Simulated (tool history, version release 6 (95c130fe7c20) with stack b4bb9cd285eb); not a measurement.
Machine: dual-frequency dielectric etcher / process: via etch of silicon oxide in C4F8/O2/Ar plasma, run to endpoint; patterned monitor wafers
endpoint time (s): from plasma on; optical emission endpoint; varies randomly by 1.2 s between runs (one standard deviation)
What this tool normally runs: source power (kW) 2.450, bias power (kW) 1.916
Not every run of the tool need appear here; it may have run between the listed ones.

run,hour,source power (kW),bias power (kW),wafers since the last listed run,hours since the last wet clean,hours since the last source power generator calibration,hours since the last bias power generator calibration,hours since the last upper electrode change,"incoming incoming film thickness, nm",endpoint time (s)
1,0.0,2.450,1.916,0,123.3,5376.0,2188.5,3311.3,1023.6,181.2
2,46.3,2.450,1.757,332,169.6,5422.3,2234.8,3357.6,1018.3,186.1
3,116.0,2.450,1.916,501,239.3,5492.0,2304.5,3427.3,1028.9,184.5
4,180.4,2.450,1.916,463,303.7,5556.4,2368.9,3491.7,1024.6,182.6
5,249.8,2.450,1.916,499,373.1,5625.8,2438.3,3561.1,1018.7,181.6
6,283.1,2.450,1.916,239,406.4,5659.1,2471.6,3594.4,1014.5,180.5
7,329.0,2.450,1.916,330,452.3,5705.0,2517.5,3640.3,1018.2,179.8
# hour 337.0: source power generator calibrated
# hour 372.5: upper electrode replaced
8,373.0,2.450,1.916,115,496.3,36.0,2561.5,0.5,1025.2,181.3
9,384.9,2.450,1.916,85,508.2,47.9,2573.4,12.4,1017.8,181.5
10,427.8,2.450,1.916,308,551.1,90.8,2616.3,55.3,1024.0,180.3
11,455.4,2.450,1.916,198,578.7,118.4,2643.9,82.9,1019.5,181.3
# hour 483.6: wet clean of the chamber
12,519.8,2.450,1.716,290,36.2,182.8,2708.3,147.3,1028.0,190.9
13,578.2,2.450,1.716,420,94.6,241.2,2766.7,205.7,1024.8,187.5
14,648.6,2.450,1.916,506,165.0,311.6,2837.1,276.1,1022.7,180.9
# hour 679.0: bias power generator calibrated
15,691.1,2.450,1.916,276,207.5,354.1,12.1,318.6,1024.5,182.2
16,731.4,2.450,1.916,289,247.8,394.4,52.4,358.9,1021.2,180.6
17,789.4,2.000,1.916,417,305.8,452.4,110.4,416.9,1028.4,193.2
18,837.8,2.650,2.067,348,354.2,500.8,158.8,465.3,1016.9,170.1
19,873.5,2.450,1.916,256,389.9,536.5,194.5,501.0,1023.6,179.8
20,937.2,2.110,1.916,458,453.6,600.2,258.2,564.7,1025.5,191.0
21,962.8,2.210,2.317,184,479.2,625.8,283.8,590.3,1012.7,170.5

Run 22, settings as shown, results not yet in. Your forecast:
22,1010.0,2.450,1.916,339,526.4,673.0,331.0,637.5,1019.4,?

endpoint time (s): 181.0
With no hidden state in the tool, this same run would have given endpoint time (s) 181.0.
